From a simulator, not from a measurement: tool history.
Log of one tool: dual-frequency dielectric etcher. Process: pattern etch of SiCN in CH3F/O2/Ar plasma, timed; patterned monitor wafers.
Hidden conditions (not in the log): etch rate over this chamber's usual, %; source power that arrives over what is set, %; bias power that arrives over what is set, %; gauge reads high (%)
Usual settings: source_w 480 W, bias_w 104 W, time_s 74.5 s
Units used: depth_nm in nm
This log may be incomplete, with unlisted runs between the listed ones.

| run | hour | source_w | bias_w | time_s | wafers since the last listed run | hours since the last wet clean | hours since the last source power generator calibration | hours since the last bias power generator calibration | hours since the last upper electrode change | hours since the gauge calibration | read-back reference wafer on the same gauge, depth_nm | depth_nm |
|---|---|---|---|---|---|---|---|---|---|---|---|---|
| 1 | 0 | 480 | 104 | 59.5 | 0 | 462.7 | 3013.8 | 2960.4 | 3398.2 | 199.9 | 34.15 | 24.27 |
| 2 | 51.9 | 480 | 104 | 74.5 | 675 | 514.6 | 3065.7 | 3012.3 | 3450.1 | 251.8 | 34.19 | 30.66 |
| 3 | 65.1 | 480 | 104 | 74.5 | 171 | 527.8 | 3078.9 | 3025.5 | 3463.3 | 265 | 34.21 | 30.79 |
| 4 | 78 | 480 | 104 | 74.5 | 167 | 540.7 | 3091.8 | 3038.4 | 3476.2 | 277.9 | 34.19 | 30.46 |
| 5 | 89.5 | 480 | 104 | 74.5 | 149 | 552.2 | 3103.3 | 3049.9 | 3487.7 | 289.4 | 34.19 | 31.1 |
| 6 | 106.3 | 480 | 104 | 74.5 | 218 | 569 | 3120.1 | 3066.7 | 3504.5 | 306.2 | 34.16 | 30.41 |
| 7 | 112.9 | 540 | 88 | 74.5 | 85 | 575.6 | 3126.7 | 3073.3 | 3511.1 | 312.8 | 34.14 | 31 |
| 8 | 125.7 | 540 | 88 | 74.5 | 166 | 588.4 | 3139.5 | 3086.1 | 3523.9 | 325.6 | 34.15 | 30.93 |
|  | 145.9 | source power generator calibrated |
|  | 157 | wet clean of the chamber |
| 9 | 157.5 | 410 | 104 | 74.5 | 217 | 0.5 | 11.6 | 3117.9 | 3555.7 | 357.4 | 34.21 | 28.09 |
| 10 | 157.8 | 410 | 104 | 74.5 | 3 | 0.8 | 11.9 | 3118.2 | 3556 | 357.7 | 34.21 | 27.87 |
| 11 | 162 | 480 | 104 | 62 | 54 | 5 | 16.1 | 3122.4 | 3560.2 | 361.9 | 34.26 | 24.6 |
| 12 | 172.5 | 480 | 82 | 68.5 | 136 | 15.5 | 26.6 | 3132.9 | 3570.7 | 372.4 | 34.18 | 25.65 |
|  | 177.8 | gauge calibrated |
| 13 | 186 | 570 | 122 | 74.5 | 175 | 29 | 40.1 | 3146.4 | 3584.2 | 8.2 | 34.21 | 32.81 |
| 14 | 192.5 | 480 | 104 | 83.5 | 84 | 35.5 | 46.6 | 3152.9 | 3590.7 | 14.7 | 34.25 | 33.2 |
|  | 200.7 | bias power generator calibrated |
| 15 | 205 | 390 | 104 | 95 | 110 | 48 | 59.1 | 4.3 | 3603.2 | 27.2 | 34.21 | 34.8 |
|  | 233.2 | upper electrode replaced |
|  | 248.2 | wet clean of the chamber, repeated, since the last time left the tool worse |
| 16 | 248.7 | 570 | 112 | 61.5 | 61 | 0.5 | 102.8 | 48 | 15.5 | 70.9 | 34.17 | 28.3 |
| 17 | 249 | 430 | 121 | 67 | 3 | 0.8 | 103.1 | 48.3 | 15.8 | 71.2 | 34.18 | 28.51 |
| 18 | 249.4 | 480 | 115 | 88.5 | 5 | 1.2 | 103.5 | 48.7 | 16.2 | 71.6 | 34.17 | 38.54 |
| 19 | 252.2 | 480 | 104 | 66.5 | 36 | 4 | 106.3 | 51.5 | 19 | 74.4 | 34.15 | 28.01 |
| 20 | 261 | 480 | 104 | 68.5 | 114 | 12.8 | 115.1 | 60.3 | 27.8 | 83.2 | 34.25 | 29.13 |
| 21 | 273.7 | 480 | 104 | 97 | 165 | 25.5 | 127.8 | 73 | 40.5 | 95.9 | 34.19 | 41.34 |
| 22 | 280.1 | 480 | 111 | 94.5 | 83 | 31.9 | 134.2 | 79.4 | 46.9 | 102.3 | 34.19 | 40.85 |
| 23 | 288.5 | 430 | 111 | 74.5 | 109 | 40.3 | 142.6 | 87.8 | 55.3 | 110.7 | 34.15 | 31.07 |
| 24 | 299.4 | 480 | 104 | 74.5 | 141 | 51.2 | 153.5 | 98.7 | 66.2 | 121.6 | 34.25 | 31.79 |
| 25 | 316.4 | 590 | 83 | 65.5 | 221 | 68.2 | 170.5 | 115.7 | 83.2 | 138.6 | 34.25 | 28.7 |
| 26 | 330.4 | 480 | 85 | 88.5 | 182 | 82.2 | 184.5 | 129.7 | 97.2 | 152.6 | 34.19 | 35.71 |
| 27 | 338.2 | 370 | 104 | 92 | 101 | 90 | 192.3 | 137.5 | 105 | 160.4 | 34.19 | 35.11 |
| 28 | 354.5 | 480 | 104 | 74.5 | 212 | 106.3 | 208.6 | 153.8 | 121.3 | 176.7 | 34.2 | 31.75 |
| 29 | 370.5 | 570 | 104 | 59.5 | 208 | 122.3 | 224.6 | 169.8 | 137.3 | 192.7 | 34.2 | 26.92 |

Had the tool no unlogged condition, and each run kept its random variation, what would the results have been?
| run | depth_nm |
|---|---|
| 1 | 24.9 |
| 2 | 31.55 |
| 3 | 31.7 |
| 4 | 31.39 |
| 5 | 32.07 |
| 6 | 31.39 |
| 7 | 32.01 |
| 8 | 31.96 |
| 9 | 30.01 |
| 10 | 29.77 |
| 11 | 26.29 |
| 12 | 27.43 |
| 13 | 35.12 |
| 14 | 35.54 |
| 15 | 37.28 |
| 16 | 28.18 |
| 17 | 28.39 |
| 18 | 38.37 |
| 19 | 27.89 |
| 20 | 29.02 |
| 21 | 41.21 |
| 22 | 40.73 |
| 23 | 30.99 |
| 24 | 31.73 |
| 25 | 28.68 |
| 26 | 35.71 |
| 27 | 35.12 |
| 28 | 31.79 |
| 29 | 26.98 |
